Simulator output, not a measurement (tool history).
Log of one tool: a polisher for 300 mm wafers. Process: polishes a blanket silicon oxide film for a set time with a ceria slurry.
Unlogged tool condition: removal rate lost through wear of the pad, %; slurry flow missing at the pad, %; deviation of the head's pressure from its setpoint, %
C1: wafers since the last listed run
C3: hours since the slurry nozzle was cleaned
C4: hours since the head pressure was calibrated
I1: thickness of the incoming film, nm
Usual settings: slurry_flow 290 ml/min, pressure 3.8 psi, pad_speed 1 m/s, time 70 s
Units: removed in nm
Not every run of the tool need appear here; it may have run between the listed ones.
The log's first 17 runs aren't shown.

Run 18, hour 214.3: usual settings but slurry_flow 380 ml/min, time 60 s; C1 154; wafers polished on this pad 487; C3 777.3; C4 608.3; I1 1053.7. Result: removed 289.6 nm.
At hour 217.6: head pressure recalibrated.
Run 19, hour 232.2: usual settings but slurry_flow 220 ml/min, pressure 3.2 psi, pad_speed 1.16 m/s, time 90 s; C1 176; wafers polished on this pad 663; C3 795.2; C4 14.6; I1 1052.7. Result: removed 479.7 nm.
Run 20, hour 239.8: usual settings but pressure 2.6 psi, pad_speed 0.88 m/s; C1 84; wafers polished on this pad 748; C3 802.8; C4 22.2; I1 1047.2. Result: removed 231.9 nm.
Run 21, hour 246.2: usual settings but slurry_flow 220 ml/min, pressure 3.2 psi, pad_speed 1.16 m/s, time 90 s; C1 71; wafers polished on this pad 819; C3 809.2; C4 28.6; I1 1056.6. Result: removed 461.1 nm.
Run 22, hour 256.9: usual settings; C1 118; wafers polished on this pad 937; C3 819.9; C4 39.3; I1 1040.5. Result: removed 376.8 nm.
Run 23, hour 266.6: usual settings but pressure 2.7 psi, pad_speed 0.82 m/s; C1 107; wafers polished on this pad 1045; C3 829.6; C4 49; I1 1059.4. Result: removed 217.4 nm.
Run 24, hour 278.5: usual settings but pressure 3.1 psi, pad_speed 0.84 m/s; C1 132; wafers polished on this pad 1177; C3 841.5; C4 60.9; I1 1039.5. Result: removed 259.9 nm.
At hour 286.1: worn pad replaced by a new one.
Run 25, hour 295.6: usual settings but slurry_flow 255 ml/min, pad_speed 1.14 m/s, time 82 s; C1 145; wafers polished on this pad 105; C3 858.6; C4 78; I1 1052. Result: removed 506.1 nm.
Run 26, hour 310.6: usual settings but slurry_flow 375 ml/min; C1 166; wafers polished on this pad 272; C3 873.6; C4 93; I1 1069.8. Result: removed 387 nm.
At hour 320.1: slurry nozzle cleaned.
Run 27, hour 327.7: usual settings but slurry_flow 355 ml/min, pressure 5.1 psi, pad_speed 1.34 m/s, time 81 s; C1 178; wafers polished on this pad 450; C3 7.6; C4 110.1; I1 1043.4. Result: removed 787.7 nm.
Run 28, hour 344.5: usual settings but pressure 4.9 psi; C1 186; wafers polished on this pad 637; C3 24.4; C4 126.9; I1 1048.6. Result: removed 459.8 nm.
Run 29, hour 386.7: usual settings but slurry_flow 370 ml/min, pressure 4.4 psi, pad_speed 1.32 m/s; C1 468; wafers polished on this pad 1105; C3 66.6; C4 169.1; I1 1039.9. Result: removed 546.5 nm.
At hour 393.2: worn pad replaced by a new one.
Run 30, hour 421.1: usual settings; C1 337; wafers polished on this pad 310; C3 101; C4 203.5; I1 1037.2. Result: removed 366.5 nm.
Run 31, hour 438.2: usual settings; C1 189; wafers polished on this pad 499; C3 118.1; C4 220.6; I1 1048.4. Result: removed 351.8 nm.
Run 32, hour 446.9: usual settings but pressure 2.8 psi, pad_speed 1.1 m/s; C1 96; wafers polished on this pad 596; C3 126.8; C4 229.3; I1 1035.7. Result: removed 291.5 nm.
Run 33, hour 461.7: usual settings but slurry_flow 350 ml/min; C1 164; wafers polished on this pad 760; C3 141.6; C4 244.1; I1 1050.3. Result: removed 364.9 nm.
Run 34, hour 474.7: usual settings; C1 144; wafers polished on this pad 905; C3 154.6; C4 257.1; I1 1035.4. Result: removed 343.9 nm.
Run 35, hour 487.2: usual settings but time 61 s; C1 138; wafers polished on this pad 1043; C3 167.1; C4 269.6; I1 1054.6. Result: removed 310.8 nm.
Run 36, hour 494.5: usual settings; C1 81; wafers polished on this pad 1125; C3 174.4; C4 276.9; I1 1053.1. Result: removed 351.4 nm.

Branching from run 36: 5 alternative next runs. What would each branch give?
Run A, hour 494.9: usual settings but pad_speed 0.72 m/s; C1 4; wafers polished on this pad 1129; C3 174.8; C4 277.3; I1 1054.8. Result: removed ?.
Run B, hour 494.9: usual settings but pressure 4.5 psi; C1 4; wafers polished on this pad 1129; C3 174.8; C4 277.3; I1 1054.8. Result: removed ?.
Run C, hour 494.9: usual settings but slurry_flow 245 ml/min, pressure 2.7 psi, pad_speed 0.72 m/s; C1 4; wafers polished on this pad 1129; C3 174.8; C4 277.3; I1 1054.8. Result: removed ?.
Run D, hour 494.9: usual settings but slurry_flow 350 ml/min, pad_speed 0.84 m/s, time 88 s; C1 4; wafers polished on this pad 1129; C3 174.8; C4 277.3; I1 1054.8. Result: removed ?.
Run E, hour 494.9: usual settings but slurry_flow 210 ml/min, pressure 3.4 psi, pad_speed 1.18 m/s, time 50 s; C1 4; wafers polished on this pad 1129; C3 174.8; C4 277.3; I1 1054.8. Result: removed ?.

run  removed
  A    253.5
  B    416.9
  C      178
  D    376.2
  E    259.6
Take away the tool's hidden state, keep each run's random variation, and the runs would have read:
run  removed
  A    291.7
  B    479.8
  C    204.9
  D      433
  E    298.8

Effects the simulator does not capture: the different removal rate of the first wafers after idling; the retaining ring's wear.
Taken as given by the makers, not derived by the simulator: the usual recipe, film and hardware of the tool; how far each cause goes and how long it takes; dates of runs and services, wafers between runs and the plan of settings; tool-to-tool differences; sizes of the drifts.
